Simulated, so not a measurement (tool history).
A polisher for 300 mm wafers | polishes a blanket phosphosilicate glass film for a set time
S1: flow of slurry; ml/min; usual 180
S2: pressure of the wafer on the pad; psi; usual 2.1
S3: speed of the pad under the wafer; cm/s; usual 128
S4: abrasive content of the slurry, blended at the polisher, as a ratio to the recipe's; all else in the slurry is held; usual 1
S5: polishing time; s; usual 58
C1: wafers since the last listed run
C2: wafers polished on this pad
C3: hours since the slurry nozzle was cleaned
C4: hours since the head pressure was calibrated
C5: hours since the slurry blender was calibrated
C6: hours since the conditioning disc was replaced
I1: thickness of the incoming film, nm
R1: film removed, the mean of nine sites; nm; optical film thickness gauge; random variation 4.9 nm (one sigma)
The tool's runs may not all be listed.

{"run": 1, "day": 0.0, "S1": 180, "S2": 2.1, "S3": 128, "S4": 1.2, "S5": 58, "C1": 0, "C2": 4, "C3": 199.7, "C4": 1038.6, "C5": 179.7, "C6": 10.3, "I1": 1901.2, "R1": 499.9}
{"run": 2, "day": 0.921, "S1": 180, "S2": 2.1, "S3": 128, "S4": 1, "S5": 58, "C1": 284, "C2": 288, "C3": 221.8, "C4": 1060.7, "C5": 201.8, "C6": 32.4, "I1": 1887.7, "R1": 443.3}
{"run": 3, "day": 1.512, "S1": 180, "S2": 2.1, "S3": 128, "S4": 1, "S5": 58, "C1": 182, "C2": 470, "C3": 236, "C4": 1074.9, "C5": 216, "C6": 46.6, "I1": 1884.5, "R1": 448.1}
{"run": 4, "day": 2.567, "S1": 180, "S2": 2.1, "S3": 128, "S4": 1, "S5": 58, "C1": 325, "C2": 796, "C3": 261.3, "C4": 1100.2, "C5": 241.3, "C6": 71.9, "I1": 1887.9, "R1": 455.3}
{"day": 4.538, "done": "worn pad replaced by a new one"}
{"run": 5, "day": 6.612, "S1": 180, "S2": 1.5, "S3": 128, "S4": 1, "S5": 58, "C1": 1197, "C2": 641, "C3": 358.4, "C4": 1197.3, "C5": 338.4, "C6": 169, "I1": 1877.9, "R1": 323.6}
{"run": 6, "day": 7.204, "S1": 180, "S2": 1.5, "S3": 128, "S4": 1, "S5": 58, "C1": 182, "C2": 823, "C3": 372.6, "C4": 1211.5, "C5": 352.6, "C6": 183.2, "I1": 1891.6, "R1": 318.4}
{"day": 7.45, "done": "head pressure recalibrated"}
{"day": 8.438, "done": "slurry blender recalibrated"}
{"run": 7, "day": 8.675, "S1": 180, "S2": 1.5, "S3": 128, "S4": 1, "S5": 58, "C1": 402, "C2": 1226, "C3": 407.9, "C4": 29.4, "C5": 5.7, "C6": 218.5, "I1": 1864.7, "R1": 322}

Run 8 comes next. What will it give?
{"day": 8.929, "done": "worn pad replaced by a new one"}
{"day": 9.479, "done": "conditioning disc replaced and pad reconditioned"}
{"run": 8, "day": 9.729, "S1": 180, "S2": 2.1, "S3": 128, "S4": 1, "S5": 58, "C1": 248, "C2": 221, "C3": 433.2, "C4": 54.7, "C5": 31, "C6": 6, "I1": 1870.9, "R1": "?"}

{"run 8": {"R1": 443.6}}
Without the tool's hidden state the same run would have given R1 443.6 nm.
